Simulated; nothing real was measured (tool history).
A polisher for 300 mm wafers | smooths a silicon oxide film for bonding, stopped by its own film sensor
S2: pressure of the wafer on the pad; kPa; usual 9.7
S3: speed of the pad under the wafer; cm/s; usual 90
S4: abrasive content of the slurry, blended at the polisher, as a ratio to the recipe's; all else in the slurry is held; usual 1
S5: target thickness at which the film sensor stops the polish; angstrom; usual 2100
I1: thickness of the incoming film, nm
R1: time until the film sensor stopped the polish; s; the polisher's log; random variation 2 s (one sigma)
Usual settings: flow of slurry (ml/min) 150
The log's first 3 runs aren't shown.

Run 4, day 1.483: usual settings; I1 244.3. Result: R1 100.7 s.
At day 1.771: slurry blender recalibrated.
Run 5, day 2.004: usual settings; I1 245.5. Result: R1 106 s.
Run 6, day 2.525: usual settings; I1 248.1. Result: R1 117.9 s.
Run 7, day 3.021: usual settings; I1 252.6. Result: R1 128.3 s.
Run 8, day 3.675: usual settings; I1 249.9. Result: R1 124.7 s.
Run 9, day 4.217: usual settings; I1 250.2. Result: R1 126.7 s.
At day 4.933: worn pad replaced by a new one.
Run 10, day 4.954: usual settings; I1 250.2. Result: R1 106.9 s.
Run 11, day 5.212: usual settings but flow of slurry (ml/min) 185, S2 6.9 kPa, S3 72 cm/s; I1 254.5. Result: R1 211.1 s.
Run 12, day 5.921: usual settings; I1 249.8. Result: R1 113.2 s.
Run 13, day 6.571: usual settings but flow of slurry (ml/min) 120, S2 12.4 kPa, S4 0.8, S5 2150 angstrom; I1 254.3. Result: R1 101.8 s.
Run 14, day 6.983: usual settings; I1 251.3. Result: R1 124.1 s.
Run 15, day 7.296: usual settings but flow of slurry (ml/min) 180, S2 6.9 kPa, S3 104 cm/s, S5 2060 angstrom; I1 247. Result: R1 150.3 s.
Run 16, day 7.679: usual settings but S5 2140 angstrom; I1 249.3. Result: R1 106.7 s.
Run 17, day 8.267: usual settings but S5 1990 angstrom; I1 247.7. Result: R1 155.1 s.
Run 18, day 8.654: usual settings; I1 246.5. Result: R1 111.3 s.

Forecast run 19:
Run 19, day 9.121: usual settings but S5 1970 angstrom; I1 250.9. Result: R1 ?.

R1: 167 s
Without the tool's hidden state the same run would have given R1 147.7 s.
